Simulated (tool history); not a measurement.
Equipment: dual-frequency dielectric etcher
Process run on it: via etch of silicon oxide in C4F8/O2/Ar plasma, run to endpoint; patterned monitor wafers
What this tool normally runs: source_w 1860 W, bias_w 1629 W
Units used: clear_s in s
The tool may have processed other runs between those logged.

run	hour	source_w	bias_w	wafers since the last listed run	hours since the last wet clean	hours since the last source power generator calibration	hours since the last bias power generator calibration	hours since the last upper electrode change	incoming incoming film thickness, nm	clear_s
1	0	1500	1629	0	441.8	1563.8	1675	6252.7	1538.2	351.1
2	8.2	1860	1629	57	450	1572	1683.2	6260.9	1539.7	320
3	25.7	1860	1629	123	467.5	1589.5	1700.7	6278.4	1534.1	324.1
4	41.8	2210	1896	113	483.6	1605.6	1716.8	6294.5	1556.3	295.9
5	56.9	1860	1629	106	498.7	1620.7	1731.9	6309.6	1533.4	323.3
6	65.1	1860	1629	57	506.9	1628.9	1740.1	6317.8	1531	323.8
# hour 100: upper electrode replaced, of another model than before
# hour 103.8: wet clean of the chamber
7	104.3	1860	1629	80	0.5	1668.1	1779.3	4.3	1539.6	310.3
8	107.3	2170	1812	21	3.5	1671.1	1782.3	7.3	1539.5	279.4
9	118.5	2170	1812	78	14.7	1682.3	1793.5	18.5	1538.9	277.8
# hour 128.4: bias power generator calibrated
10	134.9	1650	1494	87	31.1	1698.7	6.5	34.9	1519.9	335.2
11	148.8	2120	1823	97	45	1712.6	20.4	48.8	1550.8	286.1
12	160.2	1860	1629	80	56.4	1724	31.8	60.2	1542.9	312.4
13	175.2	2080	1629	105	71.4	1739	46.8	75.2	1529.4	293
14	190.3	1500	1629	106	86.5	1754.1	61.9	90.3	1543.5	351.6
15	201.7	1500	1629	80	97.9	1765.5	73.3	101.7	1550.7	350.8
# hour 212.9: source power generator calibrated
16	215.7	2280	1938	70	111.9	2.8	87.3	115.7	1529	268.5
17	256.8	1860	1464	289	153	43.9	128.4	156.8	1539.1	324.9
18	271.7	1860	1240	104	167.9	58.8	143.3	171.7	1545.7	340.5

Some steps in clear_s between neighbouring runs. How much of each would the tool show without its hidden state too (settings, what came in, random variation), and how much is left for the hidden state, with any gauge scatter that isn't in both results?
Hidden state present: etch rate over this chamber's usual, %; source power that arrives over what is set, %; bias power that arrives over what is set, %.
Run 6 -> 7: upper electrode replaced, of another model than before, wet clean of the chamber. clear_s -13.5 s: hidden state -14.8, all else +1.3.
Run 15 -> 16: source_w 1500 -> 2280, bias_w 1629 -> 1938, source power generator calibrated. clear_s -82.3 s: hidden state -0.4, all else -81.9.

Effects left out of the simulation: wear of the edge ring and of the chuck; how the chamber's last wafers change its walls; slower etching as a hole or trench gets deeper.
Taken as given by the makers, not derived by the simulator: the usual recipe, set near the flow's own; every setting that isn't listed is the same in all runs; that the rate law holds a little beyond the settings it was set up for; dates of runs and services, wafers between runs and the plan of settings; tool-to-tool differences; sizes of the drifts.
